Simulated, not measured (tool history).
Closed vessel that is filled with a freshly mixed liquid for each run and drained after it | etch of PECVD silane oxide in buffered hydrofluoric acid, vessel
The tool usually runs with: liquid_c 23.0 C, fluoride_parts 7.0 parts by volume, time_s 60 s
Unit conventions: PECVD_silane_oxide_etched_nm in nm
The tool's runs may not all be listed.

| run | day | liquid_c | fluoride_parts | time_s | read-back film thickness of the PECVD silane oxide reference wafer, read on the same gauge (nm) | PECVD_silane_oxide_etched_nm |
|---|---|---|---|---|---|---|
| 1 | 0.000 | 23.0 | 7.0 | 60 | 80.01 | 179.44 |
| 2 | 1.117 | 23.0 | 7.0 | 60 | 80.00 | 181.28 |
| 3 | 1.829 | 23.0 | 7.0 | 35 | 80.00 | 105.20 |
| 4 | 2.671 | 23.0 | 7.0 | 35 | 80.02 | 107.62 |
| 5 | 4.067 | 23.0 | 7.0 | 35 | 80.02 | 106.18 |
| 6 | 5.367 | 21.5 | 7.0 | 40 | 79.99 | 112.30 |
| 7 | 6.654 | 23.0 | 7.0 | 60 | 80.02 | 184.48 |
| 8 | 7.400 | 23.0 | 7.0 | 60 | 80.00 | 184.46 |
| 9 | 8.804 | 23.0 | 7.0 | 60 | 79.99 | 184.74 |
| 10 | 9.900 | 23.0 | 7.0 | 60 | 79.98 | 185.94 |
| 11 | 10.662 | 23.0 | 7.0 | 60 | 80.00 | 184.78 |
| 12 | 11.412 | 23.0 | 7.0 | 60 | 79.99 | 184.13 |
| 13 | 12.462 | 23.0 | 7.0 | 60 | 79.98 | 188.13 |
| 14 | 13.725 | 25.0 | 7.0 | 60 | 80.01 | 210.34 |
| 15 | 14.942 | 23.0 | 7.0 | 60 | 79.97 | 186.16 |
| 16 | 15.562 | 23.0 | 9.0 | 45 | 80.02 | 110.48 |
|  | 16.192 | thermometer replaced |
| 17 | 16.212 | 20.5 | 9.0 | 60 | 80.01 | 130.02 |
| 18 | 17.329 | 23.0 | 7.0 | 60 | 80.01 | 189.99 |
|  | 17.808 | hydrofluoric acid flow meter replaced |
|  | 17.942 | gauge calibrated |
| 19 | 18.271 | 26.5 | 9.5 | 60 | 80.00 | 152.53 |
| 20 | 18.867 | 19.5 | 9.0 | 50 | 80.03 | 90.25 |
| 21 | 19.862 | 23.0 | 7.0 | 60 | 80.00 | 173.56 |
| 22 | 20.900 | 23.0 | 7.0 | 40 | 80.00 | 115.46 |
| 23 | 21.767 | 23.0 | 7.0 | 60 | 80.01 | 171.16 |
| 24 | 22.346 | 23.0 | 8.0 | 85 | 80.04 | 212.43 |
| 25 | 23.179 | 23.0 | 7.0 | 60 | 80.01 | 173.75 |
| 26 | 24.300 | 23.0 | 9.0 | 60 | 80.05 | 134.64 |
| 27 | 27.712 | 27.5 | 9.0 | 60 | 79.97 | 173.48 |
| 28 | 28.908 | 21.0 | 8.5 | 40 | 79.99 | 84.51 |

Measured result minus the same run's result without the hidden state. Both carry the same run-to-run variation, though not necessarily the same gauge scatter:
Unlogged tool condition in this case: liquid colder than its thermometer reads (K); hydrofluoric acid flow above the setpoint (%); gauge reads high (%).
| run | PECVD_silane_oxide_etched_nm |
|---|---|
| 1 | +10.60 |
| 2 | +11.21 |
| 3 | +6.68 |
| 4 | +7.07 |
| 5 | +7.35 |
| 6 | +8.12 |
| 7 | +13.92 |
| 8 | +14.24 |
| 9 | +14.88 |
| 10 | +15.48 |
| 11 | +15.72 |
| 12 | +15.99 |
| 13 | +16.79 |
| 14 | +19.40 |
| 15 | +17.68 |
| 16 | +13.17 |
| 17 | +15.74 |
| 18 | +19.10 |
| 19 | +0.74 |
| 20 | +0.94 |
| 21 | +1.94 |
| 22 | +1.62 |
| 23 | +2.81 |
| 24 | +4.77 |
| 25 | +3.54 |
| 26 | +3.93 |
| 27 | +7.06 |
| 28 | +3.77 |
